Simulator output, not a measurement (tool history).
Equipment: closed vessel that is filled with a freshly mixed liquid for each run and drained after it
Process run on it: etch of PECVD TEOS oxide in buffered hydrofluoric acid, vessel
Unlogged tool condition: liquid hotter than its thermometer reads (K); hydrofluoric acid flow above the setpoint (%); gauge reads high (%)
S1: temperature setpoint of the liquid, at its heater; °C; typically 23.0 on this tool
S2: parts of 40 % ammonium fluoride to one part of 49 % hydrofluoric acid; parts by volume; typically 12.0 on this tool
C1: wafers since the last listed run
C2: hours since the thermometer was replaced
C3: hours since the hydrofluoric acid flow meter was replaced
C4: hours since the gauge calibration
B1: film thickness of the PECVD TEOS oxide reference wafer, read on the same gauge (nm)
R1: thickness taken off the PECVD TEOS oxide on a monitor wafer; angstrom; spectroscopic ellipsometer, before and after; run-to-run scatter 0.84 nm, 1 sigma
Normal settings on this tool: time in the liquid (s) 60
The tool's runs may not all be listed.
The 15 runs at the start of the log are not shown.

Run 16, hour 916.4: usual settings; C1 12874; C2 451.6; C3 282.8; C4 1980.2; B1 49.99. Result: R1 1734.9 angstrom.
At hour 1097.5: gauge calibrated.
Run 17, hour 1117.5: usual settings but S2 9.0 parts by volume; C1 12747; C2 652.7; C3 483.9; C4 20.0; B1 50.01. Result: R1 2221.6 angstrom.
Run 18, hour 1162.1: usual settings but S1 25.5 °C, S2 8.5 parts by volume; C1 2827; C2 697.3; C3 528.5; C4 64.6; B1 50.00. Result: R1 2701.3 angstrom.
Run 19, hour 1191.6: usual settings; C1 1869; C2 726.8; C3 558.0; C4 94.1; B1 50.01. Result: R1 1745.5 angstrom.
Run 20, hour 1222.0: usual settings; C1 1926; C2 757.2; C3 588.4; C4 124.5; B1 49.99. Result: R1 1748.7 angstrom.
Run 21, hour 1267.1: usual settings; C1 2858; C2 802.3; C3 633.5; C4 169.6; B1 50.03. Result: R1 1744.4 angstrom.
At hour 1290.2: thermometer replaced.
Run 22, hour 1317.7: usual settings; C1 3144; C2 27.5; C3 684.1; C4 220.2; B1 49.99. Result: R1 1742.9 angstrom.
Run 23, hour 1379.8: usual settings but S1 21.0 °C, S2 9.5 parts by volume; C1 3936; C2 89.6; C3 746.2; C4 282.3; B1 49.99. Result: R1 1920.2 angstrom.
Run 24, hour 1449.9: usual settings but S1 19.0 °C, S2 13.5 parts by volume; C1 4443; C2 159.7; C3 816.3; C4 352.4; B1 49.98. Result: R1 1229.2 angstrom.
Run 25, hour 1499.4: usual settings but S2 8.5 parts by volume; C1 3137; C2 209.2; C3 865.8; C4 401.9; B1 49.99. Result: R1 2338.5 angstrom.
Run 26, hour 1558.9: usual settings but time in the liquid (s) 45; C1 3771; C2 268.7; C3 925.3; C4 461.4; B1 50.02. Result: R1 1304.7 angstrom.
Run 27, hour 1602.7: usual settings but S1 19.0 °C, S2 13.5 parts by volume; C1 2776; C2 312.5; C3 969.1; C4 505.2; B1 50.01. Result: R1 1241.8 angstrom.
Run 28, hour 1662.9: usual settings but S1 20.0 °C, S2 16.5 parts by volume, time in the liquid (s) 90; C1 3815; C2 372.7; C3 1029.3; C4 565.4; B1 49.99. Result: R1 1610.0 angstrom.
Run 29, hour 1702.3: usual settings but S1 25.5 °C, time in the liquid (s) 30; C1 2497; C2 412.1; C3 1068.7; C4 604.8; B1 50.00. Result: R1 1000.9 angstrom.
Run 30, hour 1730.4: usual settings; C1 1781; C2 440.2; C3 1096.8; C4 632.9; B1 50.00. Result: R1 1734.0 angstrom.
Run 31, hour 1799.2: usual settings; C1 4361; C2 509.0; C3 1165.6; C4 701.7; B1 50.02. Result: R1 1740.4 angstrom.
Run 32, hour 1830.5: usual settings but S1 20.0 °C, S2 8.5 parts by volume, time in the liquid (s) 35; C1 1984; C2 540.3; C3 1196.9; C4 733.0; B1 50.02. Result: R1 1161.7 angstrom.
Run 33, hour 1889.3: usual settings but S2 16.5 parts by volume; C1 3727; C2 599.1; C3 1255.7; C4 791.8; B1 50.03. Result: R1 1262.4 angstrom.

Predict each of these 3 candidate next runs independently; none follows another, all start after run 33:
Run A, hour 1890.0: usual settings but S2 14.0 parts by volume; C1 44; C2 599.8; C3 1256.4; C4 792.5; B1 ?. Result: R1 ?.
Run B, hour 1890.0: usual settings but S1 26.0 °C, S2 7.5 parts by volume, time in the liquid (s) 90; C1 44; C2 599.8; C3 1256.4; C4 792.5; B1 ?. Result: R1 ?.
Run C, hour 1890.0: usual settings but S1 24.5 °C, S2 15.5 parts by volume, time in the liquid (s) 90; C1 44; C2 599.8; C3 1256.4; C4 792.5; B1 ?. Result: R1 ?.

run     B1      R1
  A  50.00  1496.8
  B  50.00  4779.2
  C  50.00  2205.3
What these runs would have given with no unlogged condition in the tool:
run      R1
  A  1496.8
  B  4779.2
  C  2205.3
